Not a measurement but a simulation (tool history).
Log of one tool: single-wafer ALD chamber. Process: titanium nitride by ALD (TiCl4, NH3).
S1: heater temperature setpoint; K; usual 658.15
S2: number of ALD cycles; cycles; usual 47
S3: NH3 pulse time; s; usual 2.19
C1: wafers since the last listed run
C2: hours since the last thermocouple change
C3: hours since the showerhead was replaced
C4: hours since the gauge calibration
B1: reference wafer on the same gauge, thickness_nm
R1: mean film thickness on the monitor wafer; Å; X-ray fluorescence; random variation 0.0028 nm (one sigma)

run 1 day=0 | S1=658.15 S2=52 S3=2.19 | C1=0 C2=2165.7 C3=4694.5 C4=131.6 | B1=0.896 | R1=12.21
run 2 day=1.217 | S1=658.15 S2=52 S3=2.19 | C1=91 C2=2194.9 C3=4723.7 C4=160.8 | B1=0.895 | R1=12.12
run 3 day=2.304 | S1=658.15 S2=47 S3=2.61 | C1=81 C2=2221 C3=4749.8 C4=186.9 | B1=0.894 | R1=11.04
run 4 day=3.792 | S1=658.15 S2=47 S3=2.39 | C1=111 C2=2256.7 C3=4785.5 C4=222.6 | B1=0.894 | R1=11.03
run 5 day=4.421 | S1=658.15 S2=47 S3=2.39 | C1=47 C2=2271.8 C3=4800.6 C4=237.7 | B1=0.894 | R1=11.05
run 6 day=5.496 | S1=658.15 S2=47 S3=2.19 | C1=80 C2=2297.6 C3=4826.4 C4=263.5 | B1=0.893 | R1=10.97
run 7 day=6.725 | S1=658.15 S2=47 S3=2.19 | C1=92 C2=2327.1 C3=4855.9 C4=293 | B1=0.892 | R1=10.98
run 8 day=7.596 | S1=658.15 S2=47 S3=2.19 | C1=65 C2=2348 C3=4876.8 C4=313.9 | B1=0.892 | R1=10.9
run 9 day=8.867 | S1=651.15 S2=47 S3=2.19 | C1=95 C2=2378.5 C3=4907.3 C4=344.4 | B1=0.891 | R1=10.88
run 10 day=9.458 | S1=651.15 S2=47 S3=2.19 | C1=44 C2=2392.7 C3=4921.5 C4=358.6 | B1=0.891 | R1=10.82
run 11 day=11.212 | S1=649.15 S2=47 S3=2.19 | C1=131 C2=2434.8 C3=4963.6 C4=400.7 | B1=0.891 | R1=10.88
run 12 day=12.258 | S1=658.15 S2=47 S3=2.19 | C1=78 C2=2459.9 C3=4988.7 C4=425.8 | B1=0.891 | R1=10.92
run 13 day=13.35 | S1=658.15 S2=47 S3=2.38 | C1=81 C2=2486.1 C3=5014.9 C4=452 | B1=0.89 | R1=10.96
run 14 day=14.442 | S1=658.15 S2=47 S3=2.38 | C1=81 C2=2512.3 C3=5041.1 C4=478.2 | B1=0.89 | R1=10.93
-- day=15.054 thermocouple changed; heater temperature recalibrated
run 15 day=15.092 | S1=658.15 S2=47 S3=2.38 | C1=23 C2=0.9 C3=5056.7 C4=493.8 | B1=0.89 | R1=10.96
run 16 day=16.338 | S1=651.15 S2=45 S3=2.19 | C1=93 C2=30.8 C3=5086.6 C4=523.7 | B1=0.89 | R1=10.38
run 17 day=16.925 | S1=651.15 S2=45 S3=2.19 | C1=44 C2=44.9 C3=5100.7 C4=537.8 | B1=0.889 | R1=10.38
run 18 day=17.954 | S1=658.15 S2=47 S3=2.19 | C1=77 C2=69.6 C3=5125.4 C4=562.5 | B1=0.889 | R1=10.92
run 19 day=19.654 | S1=658.15 S2=47 S3=2.19 | C1=127 C2=110.4 C3=5166.2 C4=603.3 | B1=0.888 | R1=10.88
run 20 day=20.704 | S1=658.15 S2=47 S3=2.19 | C1=78 C2=135.6 C3=5191.4 C4=628.5 | B1=0.889 | R1=10.88
run 21 day=21.229 | S1=650.15 S2=50 S3=1.39 | C1=39 C2=148.2 C3=5204 C4=641.1 | B1=0.888 | R1=11.2
run 22 day=22.55 | S1=651.15 S2=55 S3=3.01 | C1=99 C2=179.9 C3=5235.7 C4=672.8 | B1=0.889 | R1=12.88
run 23 day=25.35 | S1=658.15 S2=44 S3=2.53 | C1=210 C2=247.1 C3=5302.9 C4=740 | B1=0.889 | R1=10.28
run 24 day=27.529 | S1=658.15 S2=47 S3=2.19 | C1=163 C2=299.4 C3=5355.2 C4=792.3 | B1=0.888 | R1=10.91
run 25 day=28.725 | S1=658.15 S2=51 S3=1.65 | C1=89 C2=328.1 C3=5383.9 C4=821 | B1=0.888 | R1=11.73
run 26 day=29.925 | S1=658.15 S2=39 S3=2.61 | C1=90 C2=356.9 C3=5412.7 C4=849.8 | B1=0.887 | R1=9.06
run 27 day=30.604 | S1=658.15 S2=47 S3=2.66 | C1=50 C2=373.2 C3=5429 C4=866.1 | B1=0.888 | R1=10.98
run 28 day=31.767 | S1=658.15 S2=47 S3=2.19 | C1=87 C2=401.1 C3=5456.9 C4=894 | B1=0.888 | R1=10.86
run 29 day=33.15 | S1=658.15 S2=41 S3=2.19 | C1=103 C2=434.3 C3=5490.1 C4=927.2 | B1=0.886 | R1=9.47
run 30 day=33.738 | S1=666.15 S2=52 S3=2.19 | C1=44 C2=448.4 C3=5504.2 C4=941.3 | B1=0.888 | R1=12.16
run 31 day=34.25 | S1=658.15 S2=47 S3=2.19 | C1=38 C2=460.7 C3=5516.5 C4=953.6 | B1=0.887 | R1=10.92
run 32 day=35.488 | S1=663.15 S2=44 S3=2.19 | C1=92 C2=490.4 C3=5546.2 C4=983.3 | B1=0.888 | R1=10.29
run 33 day=36.238 | S1=658.15 S2=47 S3=1.56 | C1=56 C2=508.4 C3=5564.2 C4=1001.3 | B1=0.887 | R1=10.71
-- day=37.221 showerhead replaced
run 34 day=37.675 | S1=670.15 S2=53 S3=2.9 | C1=82 C2=542.9 C3=10.9 C4=1035.8 | B1=0.887 | R1=12.55
-- day=37.925 gauge calibrated
run 35 day=38.238 | S1=669.15 S2=47 S3=1.44 | C1=42 C2=556.4 C3=24.4 C4=7.5 | B1=0.901 | R1=11.07
run 36 day=39.354 | S1=668.15 S2=47 S3=2.19 | C1=83 C2=583.2 C3=51.2 C4=34.3 | B1=0.9 | R1=11.11
run 37 day=42.683 | S1=658.15 S2=55 S3=1.55 | C1=249 C2=663.1 C3=131.1 C4=114.2 | B1=0.898 | R1=12.69
run 38 day=44.125 | S1=658.15 S2=47 S3=2.19 | C1=108 C2=697.7 C3=165.7 C4=148.8 | B1=0.897 | R1=11
run 39 day=44.762 | S1=658.15 S2=47 S3=1.57 | C1=47 C2=713 C3=181 C4=164.1 | B1=0.897 | R1=10.87
run 40 day=45.633 | S1=664.15 S2=47 S3=3.04 | C1=65 C2=733.9 C3=201.9 C4=185 | B1=0.896 | R1=11.2
run 41 day=49.35 | S1=671.15 S2=47 S3=2.92 | C1=278 C2=823.1 C3=291.1 C4=274.2 | B1=0.894 | R1=11.21

Hidden state or all else? Some run-to-run changes of R1, split into what the settings, what came in and random variation would give without the hidden state, and what is left for the hidden state (with any gauge scatter that isn't in both results):
The hidden state here: wafer temperature above the value expected at the setpoint (K); gauge reads high (%).
Run 22 -> 23: S1 651.15 -> 658.15, S2 55 -> 44, S3 3.01 -> 2.53. R1 -2.6 Å: hidden state +0.03, all else -2.63.
Run 25 -> 26: S2 51 -> 39, S3 1.65 -> 2.61. R1 -2.67 Å: hidden state +0.04, all else -2.71.
Run 29 -> 30: S1 658.15 -> 666.15, S2 41 -> 52. R1 +2.69 Å: hidden state -0.03, all else +2.72.
Run 34 -> 35: S1 670.15 -> 669.15, S2 53 -> 47, S3 2.9 -> 1.44, gauge calibrated. R1 -1.48 Å: hidden state +0.2, all else -1.68.
Run 36 -> 37: S1 668.15 -> 658.15, S2 47 -> 55, S3 2.19 -> 1.55. R1 +1.58 Å: hidden state -0.04, all else +1.62.

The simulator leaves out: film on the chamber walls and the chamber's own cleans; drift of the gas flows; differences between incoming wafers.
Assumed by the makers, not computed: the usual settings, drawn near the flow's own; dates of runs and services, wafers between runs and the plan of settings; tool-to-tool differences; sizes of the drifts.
